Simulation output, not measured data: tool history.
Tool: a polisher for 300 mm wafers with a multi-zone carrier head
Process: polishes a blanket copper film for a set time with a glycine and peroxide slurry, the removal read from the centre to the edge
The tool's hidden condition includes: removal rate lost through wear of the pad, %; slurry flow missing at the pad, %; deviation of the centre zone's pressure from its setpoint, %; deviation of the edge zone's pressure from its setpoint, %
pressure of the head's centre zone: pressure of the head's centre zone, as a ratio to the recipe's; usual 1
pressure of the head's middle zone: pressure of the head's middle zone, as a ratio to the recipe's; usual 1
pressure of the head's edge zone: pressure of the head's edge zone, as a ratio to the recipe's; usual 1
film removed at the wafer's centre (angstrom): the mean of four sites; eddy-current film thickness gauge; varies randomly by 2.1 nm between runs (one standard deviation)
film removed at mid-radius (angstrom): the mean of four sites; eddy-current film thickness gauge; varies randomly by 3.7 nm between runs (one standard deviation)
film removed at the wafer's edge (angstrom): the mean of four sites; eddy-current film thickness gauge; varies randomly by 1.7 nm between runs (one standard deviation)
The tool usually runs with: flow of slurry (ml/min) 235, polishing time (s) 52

run,hour,flow of slurry (ml/min),pressure of the head's centre zone,pressure of the head's middle zone,pressure of the head's edge zone,polishing time (s),wafers since the last listed run,wafers polished on this pad,hours since the slurry nozzle was cleaned,hours since the centre zone pressure was calibrated,hours since the edge zone pressure was calibrated,hours since the carrier head's membrane was replaced,"incoming thickness of the incoming film, nm",film removed at the wafer's centre (angstrom),film removed at mid-radius (angstrom),film removed at the wafer's edge (angstrom)
1,0,235,1,1,0.92,69,0,2094,161.1,256.4,33.9,642,2314.8,3182,3284,3188
2,47.6,205,0.9,1.07,1,38,471,2566,208.7,304,81.5,689.6,2389.4,1526,1897,1756
# hour 97.2: carrier head's membrane replaced by a new one
3,98.4,200,1,0.93,1,59,453,3020,259.5,354.8,132.3,1.2,2355.9,2649,2666,2786
4,158.3,290,1,0.91,1.08,62,593,3613,319.4,414.7,192.2,61.1,2351.3,2932,2835,3169
# hour 195.4: worn pad replaced by a new one
5,205.7,290,1,1.08,1.08,57,429,102,366.8,462.1,239.6,108.5,2375.5,2699,2925,2859
# hour 208.1: slurry nozzle cleaned
6,233.6,235,0.92,0.9,1,39,266,368,25.5,490,267.5,136.4,2350.6,1626,1705,1846
7,293.4,175,1,1,0.95,52,592,961,85.3,549.8,327.3,196.2,2368.4,2261,2318,2354
8,342.7,235,1,1,1,34,488,1449,134.6,599.1,376.6,245.5,2360.6,1553,1611,1623
9,382.9,210,0.92,1,0.95,52,398,1847,174.8,639.3,416.8,285.7,2357.3,2140,2485,2411
10,443.3,235,1.1,1,0.93,44,598,2446,235.2,699.7,477.2,346.1,2329.8,2204,2135,2013
11,472.3,235,1.09,1.11,0.89,38,287,2733,264.2,728.7,506.2,375.1,2346,1877,1953,1714
# hour 503.1: edge zone pressure recalibrated
12,538.3,235,1,1,1,70,634,3367,330.2,794.7,35.2,441.1,2305.3,3177,3319,3335
13,576.9,290,1.06,1.12,1,61,382,3749,368.8,833.3,73.8,479.7,2313.9,2984,3289,2961
# hour 595.1: worn pad replaced by a new one
# hour 636.4: slurry nozzle cleaned
14,642.2,285,1.11,1,0.88,69,597,457,5.8,898.6,139.1,545,2350.3,3515,3291,3175

Run 15 comes next. What will it give?
15,708.7,235,1,1,1,52,658,1115,72.3,965.1,205.6,611.5,2358,?,?,?

{"run 15": {"film removed at the wafer's centre (angstrom)": 2347, "film removed at mid-radius (angstrom)": 2469, "film removed at the wafer's edge (angstrom)": 2526}}
Minus the tool's unlogged condition, the same run would have read film removed at the wafer's centre (angstrom) 2456, film removed at mid-radius (angstrom) 2469, film removed at the wafer's edge (angstrom) 2526.
